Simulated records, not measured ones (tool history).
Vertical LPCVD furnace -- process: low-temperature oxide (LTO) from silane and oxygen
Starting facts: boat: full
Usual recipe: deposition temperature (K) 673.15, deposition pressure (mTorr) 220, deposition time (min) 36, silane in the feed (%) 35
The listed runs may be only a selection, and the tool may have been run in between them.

run    hour  deposition temperature (K)  deposition pressure (mTorr)  deposition time (min)  silane in the feed (%)  read-back reference wafer on the same gauge, thickness  film thickness on the monitor wafer in the middle of the boat (angstrom)
  1       0                      673.15                          220                     36                      35                                                  304.31                                                                    2555.9
  2    32.8                      673.15                          220                     36                      35                                                  304.34                                                                    2558.8
  3    87.1                      673.15                          220                     36                      35                                                   304.1                                                                    2555.7
  4   139.2                      673.15                          220                     36                      35                                                  303.96                                                                    2565.3
  5   193.4                      673.15                          220                     36                      35                                                  304.28                                                                    2572.6
  6   226.1                      673.15                          220                     36                      35                                                  304.29                                                                    2559.1
  7   260.1                      673.15                          220                     36                      35                                                  304.49                                                                    2565.3
  8   301.6                      673.15                          220                     36                      31                                                  303.57                                                                    2158.2
      330.2  -- gauge calibrated
  9   330.6                      673.15                          220                     36                      35                                                  303.61                                                                    2561.9
 10   391.2                      673.15                          220                     36                      35                                                  304.33                                                                    2560.3
      456.3  -- pressure gauge zeroed
 11   457.9                      676.15                          220                     26                      35                                                  304.38                                                                    2106.4
 12   490.1                      676.15                          220                     26                      35                                                  304.06                                                                    2104.4
 13   535.9                      673.15                          220                     36                      35                                                  303.67                                                                    2821.8
 14   560.6                      673.15                          220                     36                      35                                                  303.58                                                                      2806
 15   631.7                      673.15                          220                     36                      35                                                     304                                                                    2821.5
      684.2  -- thermocouples replaced and temperature profile calibrated
      710.3  -- pressure gauge zeroed, repeated, since the last time left the tool worse
 16   710.8                      673.15                          220                   48.5                      35                                                   304.1                                                                    3554.1
 17   740.8                      673.15                          165                     49                      35                                                  303.85                                                                    2697.3
 18   777.6                      673.15                          220                     36                      39                                                  304.05                                                                    3035.4
 19   804.5                      684.15                          220                     36                      29                                                  303.98                                                                    2308.3
      852.1  -- silane flow controller replaced
 20   865.3                      662.15                          220                   27.5                      30                                                  304.04                                                                    1424.2
 21   900.1                      669.15                          255                     46                      33                                                  304.22                                                                    3452.8
 22   942.2                      673.15                          220                     36                      35                                                  303.92                                                                    2638.1
 23    1003                      682.15                          195                     23                      41                                                  303.89                                                                    1997.3
 24  1033.3                      673.15                          220                     36                      35                                                  304.24                                                                      2634
 25  1061.2                      665.15                          220                   47.5                      38                                                  303.78                                                                    3523.5
 26  1100.8                      663.15                          260                     28                      38                                                  303.92                                                                    2393.5
 27    1131                      673.15                          185                   40.5                      35                                                  304.33                                                                    2474.2
 28  1162.9                      673.15                          220                     36                      35                                                  304.14                                                                    2643.9
 29  1224.6                      673.15                          235                     23                      35                                                  304.03                                                                    1790.8
 30  1293.5                      673.15                          220                   43.5                      35                                                  304.35                                                                    3174.4
 31  1331.9                      673.15                          220                     36                      29                                                  304.25                                                                    2015.8

Measured result minus the same run's result without the hidden state. Both carry the same run-to-run variation, though not necessarily the same gauge scatter:
The tool's hidden condition here consists of: true tube temperature minus thermocouple reading, K; true pressure minus gauge reading, mTorr; deviation of the silane flow from its setpoint, %; gauge reads high (%).
run  film thickness on the monitor wafer in the middle of the boat (angstrom)
  1                                                                     -92.8
  2                                                                     -92.9
  3                                                                       -93
  4                                                                     -93.5
  5                                                                     -93.9
  6                                                                     -93.6
  7                                                                     -93.8
  8                                                                     -79.1
  9                                                                     -93.9
 10                                                                     -94.1
 11                                                                    +128.8
 12                                                                    +127.3
 13                                                                    +168.3
 14                                                                      +166
 15                                                                    +163.3
 16                                                                      -4.2
 17                                                                      -6.7
 18                                                                        -8
 19                                                                      -7.4
 20                                                                      -6.3
 21                                                                     -15.4
 22                                                                     -15.9
 23                                                                     -16.2
 24                                                                     -20.4
 25                                                                     -29.1
 26                                                                     -18.1
 27                                                                       -28
 28                                                                     -26.6
 29                                                                     -18.6
 30                                                                     -38.8
 31                                                                     -25.9

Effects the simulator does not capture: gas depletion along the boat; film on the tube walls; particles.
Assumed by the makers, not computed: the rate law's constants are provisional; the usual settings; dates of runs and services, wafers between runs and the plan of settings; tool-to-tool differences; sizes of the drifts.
